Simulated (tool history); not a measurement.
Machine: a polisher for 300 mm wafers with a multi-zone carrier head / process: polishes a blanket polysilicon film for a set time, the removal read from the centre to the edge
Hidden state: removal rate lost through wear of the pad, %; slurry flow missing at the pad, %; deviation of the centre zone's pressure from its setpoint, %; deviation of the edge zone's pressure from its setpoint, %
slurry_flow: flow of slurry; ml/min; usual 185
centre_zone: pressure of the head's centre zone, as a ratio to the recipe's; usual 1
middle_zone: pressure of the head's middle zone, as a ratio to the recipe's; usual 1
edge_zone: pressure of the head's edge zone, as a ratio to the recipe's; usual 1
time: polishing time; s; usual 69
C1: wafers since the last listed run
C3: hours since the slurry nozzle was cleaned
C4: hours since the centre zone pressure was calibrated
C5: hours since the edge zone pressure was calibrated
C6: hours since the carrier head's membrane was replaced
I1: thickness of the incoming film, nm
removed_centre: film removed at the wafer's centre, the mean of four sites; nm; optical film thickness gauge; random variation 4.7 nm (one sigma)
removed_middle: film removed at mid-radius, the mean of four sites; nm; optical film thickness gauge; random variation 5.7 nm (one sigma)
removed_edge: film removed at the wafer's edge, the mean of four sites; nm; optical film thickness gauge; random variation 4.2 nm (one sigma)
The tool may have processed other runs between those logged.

run 1 day=0 | slurry_flow=185 centre_zone=1 middle_zone=1 edge_zone=1.02 time=69 | C1=0 wafers_polished_on_this_pad=108 C3=428.2 C4=562.9 C5=1092.8 C6=1462.5 | I1=2007.8 | removed_centre=445.5 removed_middle=473.7 removed_edge=486.9
run 2 day=1.408 | slurry_flow=185 centre_zone=1 middle_zone=1 edge_zone=1.02 time=69 | C1=470 wafers_polished_on_this_pad=579 C3=462 C4=596.7 C5=1126.6 C6=1496.3 | I1=2020.9 | removed_centre=440.8 removed_middle=465.3 removed_edge=490.8
run 3 day=2.05 | slurry_flow=185 centre_zone=1 middle_zone=1 edge_zone=1 time=69 | C1=214 wafers_polished_on_this_pad=793 C3=477.4 C4=612.1 C5=1142 C6=1511.7 | I1=2051.9 | removed_centre=440.6 removed_middle=458.8 removed_edge=478.6
-- day=3.412 worn pad replaced by a new one
-- day=6.492 slurry nozzle cleaned
run 4 day=6.512 | slurry_flow=140 centre_zone=1 middle_zone=1 edge_zone=1 time=69 | C1=1422 wafers_polished_on_this_pad=1022 C3=0.5 C4=719.2 C5=1249.1 C6=1618.8 | I1=2004.9 | removed_centre=448.5 removed_middle=470.2 removed_edge=490
-- day=6.996 worn pad replaced by a new one
-- day=7.146 carrier head's membrane replaced by a new one
run 5 day=7.288 | slurry_flow=185 centre_zone=1 middle_zone=1 edge_zone=1 time=69 | C1=152 wafers_polished_on_this_pad=47 C3=19.1 C4=737.8 C5=1267.7 C6=3.4 | I1=2060 | removed_centre=462.1 removed_middle=504.1 removed_edge=504.6
-- day=8.517 edge zone pressure recalibrated
run 6 day=8.767 | slurry_flow=185 centre_zone=1 middle_zone=1 edge_zone=1 time=69 | C1=466 wafers_polished_on_this_pad=514 C3=54.6 C4=773.3 C5=6 C6=38.9 | I1=2010 | removed_centre=464.9 removed_middle=488.4 removed_edge=492.8
run 7 day=9.371 | slurry_flow=185 centre_zone=1 middle_zone=1 edge_zone=1 time=69 | C1=201 wafers_polished_on_this_pad=716 C3=69.1 C4=787.8 C5=20.5 C6=53.4 | I1=2008.6 | removed_centre=452.7 removed_middle=493.2 removed_edge=497
run 8 day=10.621 | slurry_flow=185 centre_zone=1 middle_zone=1 edge_zone=1 time=86 | C1=417 wafers_polished_on_this_pad=1133 C3=99.1 C4=817.8 C5=50.5 C6=83.4 | I1=2053.8 | removed_centre=575.8 removed_middle=620.7 removed_edge=619.9
-- day=11.196 worn pad replaced by a new one
run 9 day=11.829 | slurry_flow=185 centre_zone=1 middle_zone=1 edge_zone=1.08 time=69 | C1=348 wafers_polished_on_this_pad=211 C3=128.1 C4=846.8 C5=79.5 C6=112.4 | I1=2036.1 | removed_centre=456 removed_middle=493.3 removed_edge=512
-- day=12.971 centre zone pressure recalibrated
run 10 day=13.133 | slurry_flow=250 centre_zone=1 middle_zone=1.11 edge_zone=1 time=69 | C1=408 wafers_polished_on_this_pad=619 C3=159.4 C4=3.9 C5=110.8 C6=143.7 | I1=2034 | removed_centre=513.6 removed_middle=537.6 removed_edge=514.1
run 11 day=14.517 | slurry_flow=185 centre_zone=1 middle_zone=1 edge_zone=1 time=69 | C1=462 wafers_polished_on_this_pad=1081 C3=192.6 C4=37.1 C5=144 C6=176.9 | I1=2038.9 | removed_centre=492.3 removed_middle=494 removed_edge=502.6
-- day=15.117 worn pad replaced by a new one
run 12 day=16.346 | slurry_flow=185 centre_zone=1 middle_zone=1 edge_zone=1.08 time=69 | C1=555 wafers_polished_on_this_pad=410 C3=236.5 C4=81 C5=187.9 C6=220.8 | I1=2033.7 | removed_centre=477 removed_middle=491 removed_edge=509.6

Run 13 has not been measured yet. What should we expect?
run 13 day=17.175 | slurry_flow=215 centre_zone=1 middle_zone=1 edge_zone=1 time=47 | C1=277 wafers_polished_on_this_pad=687 C3=256.4 C4=100.9 C5=207.8 C6=240.7 | I1=2024.3 | removed_centre=? removed_middle=? removed_edge=?

{"run 13": {"removed_centre": 334.5, "removed_middle": 338.9, "removed_edge": 341.7}}
On a tool with no hidden condition, and with the same random variation, this run would have come out at removed_centre 352.8 nm, removed_middle 347.2 nm, removed_edge 347.9 nm.
